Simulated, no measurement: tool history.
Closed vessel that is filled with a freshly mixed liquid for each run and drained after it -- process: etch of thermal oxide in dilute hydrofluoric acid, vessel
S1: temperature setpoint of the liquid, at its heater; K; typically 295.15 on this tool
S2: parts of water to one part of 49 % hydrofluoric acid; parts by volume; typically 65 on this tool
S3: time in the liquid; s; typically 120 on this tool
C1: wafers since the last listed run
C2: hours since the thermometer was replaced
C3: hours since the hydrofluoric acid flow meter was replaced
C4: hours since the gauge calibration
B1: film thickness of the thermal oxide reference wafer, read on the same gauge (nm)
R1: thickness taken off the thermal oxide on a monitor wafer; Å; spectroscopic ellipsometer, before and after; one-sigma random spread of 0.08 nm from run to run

run	day	S1	S2	S3	C1	C2	C3	C4	B1	R1
1	0	295.15	65	120	0	1919.1	180.7	199.8	120	96.8
2	2.812	295.15	65	120	6940	1986.6	248.2	267.3	120.02	96.7
3	5.625	295.15	65	120	6940	2054.1	315.7	334.8	119.99	98.4
4	7.496	295.15	65	120	4616	2099	360.6	379.7	119.99	99.2
5	9.071	295.15	65	120	3886	2136.8	398.4	417.5	119.98	98.7
# day 11.192: gauge calibrated
6	11.512	295.15	65	120	6025	2195.4	457	7.7	120	98.3
7	13.821	295.15	50	120	5696	2250.8	512.4	63.1	120	131.5
8	15.017	295.15	50	120	2950	2279.5	541.1	91.8	120.01	132.7
9	17.8	295.15	50	120	6868	2346.3	607.9	158.6	120	132.3
# day 18.212: thermometer replaced
10	20.388	292.65	50	120	6282	52.2	670	220.7	120	108.6
# day 21.696: hydrofluoric acid flow meter replaced
11	22.692	295.15	65	120	5582	107.5	23.9	276	119.99	92.8
12	24.658	295.15	45	140	4852	154.7	71.1	323.2	120	159.8
13	26.575	292.65	65	120	4729	200.7	117.1	369.2	119.99	83.7

Run 14 is up next; what results do you expect?
# day 26.9: gauge calibrated
14	28.138	300.15	85	120	3855	238.2	154.6	29.7	?	?

Run 14 produced B1 119.99, R1 83.6 Å.
Minus the tool's unlogged condition, the same run would have read R1 81.7 Å.
